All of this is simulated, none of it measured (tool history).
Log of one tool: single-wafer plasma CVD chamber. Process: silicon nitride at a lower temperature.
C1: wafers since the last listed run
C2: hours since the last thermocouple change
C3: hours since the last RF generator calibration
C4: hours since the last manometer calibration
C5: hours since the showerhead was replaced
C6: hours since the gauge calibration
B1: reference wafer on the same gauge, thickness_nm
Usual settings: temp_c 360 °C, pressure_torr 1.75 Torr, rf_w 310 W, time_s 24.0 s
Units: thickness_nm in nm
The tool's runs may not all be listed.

run 1 hour=0.0 | temp_c=360 pressure_torr=1.75 rf_w=310 time_s=24.0 | C1=0 C2=1802.8 C3=805.0 C4=1157.6 C5=6286.9 C6=555.5 | B1=35.095 | thickness_nm=30.464
run 2 hour=33.4 | temp_c=370 pressure_torr=1.75 rf_w=310 time_s=25.2 | C1=656 C2=1836.2 C3=838.4 C4=1191.0 C5=6320.3 C6=588.9 | B1=35.095 | thickness_nm=31.836
run 3 hour=68.5 | temp_c=370 pressure_torr=1.75 rf_w=310 time_s=25.2 | C1=690 C2=1871.3 C3=873.5 C4=1226.1 C5=6355.4 C6=624.0 | B1=35.097 | thickness_nm=32.034
run 4 hour=82.8 | temp_c=370 pressure_torr=1.75 rf_w=310 time_s=25.2 | C1=281 C2=1885.6 C3=887.8 C4=1240.4 C5=6369.7 C6=638.3 | B1=35.102 | thickness_nm=31.990
run 5 hour=157.7 | temp_c=360 pressure_torr=1.75 rf_w=310 time_s=24.0 | C1=1473 C2=1960.5 C3=962.7 C4=1315.3 C5=6444.6 C6=713.2 | B1=35.087 | thickness_nm=30.616
run 6 hour=181.3 | temp_c=360 pressure_torr=1.75 rf_w=310 time_s=24.0 | C1=464 C2=1984.1 C3=986.3 C4=1338.9 C5=6468.2 C6=736.8 | B1=35.100 | thickness_nm=30.697
run 7 hour=197.6 | temp_c=360 pressure_torr=1.75 rf_w=310 time_s=24.0 | C1=320 C2=2000.4 C3=1002.6 C4=1355.2 C5=6484.5 C6=753.1 | B1=35.119 | thickness_nm=30.631
run 8 hour=224.2 | temp_c=360 pressure_torr=1.75 rf_w=310 time_s=24.0 | C1=523 C2=2027.0 C3=1029.2 C4=1381.8 C5=6511.1 C6=779.7 | B1=35.097 | thickness_nm=30.808
-- hour=235.6 capacitance manometer re-zeroed and calibrated
run 9 hour=249.5 | temp_c=360 pressure_torr=1.75 rf_w=365 time_s=21.9 | C1=340 C2=2052.3 C3=1054.5 C4=13.9 C5=6536.4 C6=805.0 | B1=35.098 | thickness_nm=31.396
run 10 hour=278.9 | temp_c=360 pressure_torr=1.64 rf_w=335 time_s=24.0 | C1=578 C2=2081.7 C3=1083.9 C4=43.3 C5=6565.8 C6=834.4 | B1=35.101 | thickness_nm=31.676
-- hour=292.5 RF generator calibrated
run 11 hour=309.7 | temp_c=366 pressure_torr=1.75 rf_w=250 time_s=27.1 | C1=448 C2=2112.5 C3=17.2 C4=74.1 C5=6596.6 C6=865.2 | B1=35.076 | thickness_nm=27.734
-- hour=332.8 showerhead replaced, of another model than before
run 12 hour=334.3 | temp_c=369 pressure_torr=1.57 rf_w=340 time_s=21.1 | C1=326 C2=2137.1 C3=41.8 C4=98.7 C5=1.5 C6=889.8 | B1=35.118 | thickness_nm=26.720
-- hour=356.6 gauge calibrated
run 13 hour=364.4 | temp_c=360 pressure_torr=1.75 rf_w=310 time_s=24.0 | C1=592 C2=2167.2 C3=71.9 C4=128.8 C5=31.6 C6=7.8 | B1=35.096 | thickness_nm=30.195
run 14 hour=378.2 | temp_c=360 pressure_torr=1.75 rf_w=310 time_s=24.0 | C1=271 C2=2181.0 C3=85.7 C4=142.6 C5=45.4 C6=21.6 | B1=35.105 | thickness_nm=30.244
run 15 hour=413.3 | temp_c=367 pressure_torr=1.75 rf_w=260 time_s=26.5 | C1=690 C2=2216.1 C3=120.8 C4=177.7 C5=80.5 C6=56.7 | B1=35.106 | thickness_nm=29.408
run 16 hour=428.3 | temp_c=360 pressure_torr=2.06 rf_w=370 time_s=24.0 | C1=295 C2=2231.1 C3=135.8 C4=192.7 C5=95.5 C6=71.7 | B1=35.094 | thickness_nm=36.234
run 17 hour=454.9 | temp_c=360 pressure_torr=1.75 rf_w=295 time_s=24.0 | C1=523 C2=2257.7 C3=162.4 C4=219.3 C5=122.1 C6=98.3 | B1=35.096 | thickness_nm=29.290
-- hour=481.3 thermocouple changed; heater temperature recalibrated
run 18 hour=486.0 | temp_c=360 pressure_torr=1.75 rf_w=310 time_s=24.0 | C1=454 C2=4.7 C3=193.5 C4=250.4 C5=153.2 C6=129.4 | B1=35.112 | thickness_nm=30.115
run 19 hour=510.8 | temp_c=353 pressure_torr=2.14 rf_w=310 time_s=24.0 | C1=487 C2=29.5 C3=218.3 C4=275.2 C5=178.0 C6=154.2 | B1=35.095 | thickness_nm=32.809
run 20 hour=540.7 | temp_c=373 pressure_torr=1.60 rf_w=310 time_s=27.0 | C1=588 C2=59.4 C3=248.2 C4=305.1 C5=207.9 C6=184.1 | B1=35.077 | thickness_nm=32.688
run 21 hour=558.5 | temp_c=354 pressure_torr=1.53 rf_w=255 time_s=21.4 | C1=350 C2=77.2 C3=266.0 C4=322.9 C5=225.7 C6=201.9 | B1=35.105 | thickness_nm=22.096
run 22 hour=575.6 | temp_c=360 pressure_torr=1.75 rf_w=310 time_s=24.0 | C1=336 C2=94.3 C3=283.1 C4=340.0 C5=242.8 C6=219.0 | B1=35.101 | thickness_nm=30.356
run 23 hour=596.1 | temp_c=360 pressure_torr=1.75 rf_w=340 time_s=24.0 | C1=403 C2=114.8 C3=303.6 C4=360.5 C5=263.3 C6=239.5 | B1=35.083 | thickness_nm=32.291
run 24 hour=619.7 | temp_c=360 pressure_torr=1.75 rf_w=350 time_s=24.0 | C1=464 C2=138.4 C3=327.2 C4=384.1 C5=286.9 C6=263.1 | B1=35.103 | thickness_nm=32.935
run 25 hour=635.4 | temp_c=360 pressure_torr=1.38 rf_w=310 time_s=21.8 | C1=308 C2=154.1 C3=342.9 C4=399.8 C5=302.6 C6=278.8 | B1=35.104 | thickness_nm=24.700
run 26 hour=659.6 | temp_c=360 pressure_torr=1.75 rf_w=310 time_s=24.0 | C1=475 C2=178.3 C3=367.1 C4=424.0 C5=326.8 C6=303.0 | B1=35.094 | thickness_nm=30.293

Run 27 comes next. What will it give?
run 27 hour=679.2 | temp_c=360 pressure_torr=2.02 rf_w=290 time_s=19.6 | C1=385 C2=197.9 C3=386.7 C4=443.6 C5=346.4 C6=322.6 | B1=? | thickness_nm=?

{"run 27": {"B1": 35.11, "thickness_nm": 25.093}}
Without the tool's hidden state the same run would have given thickness_nm 24.906 nm.
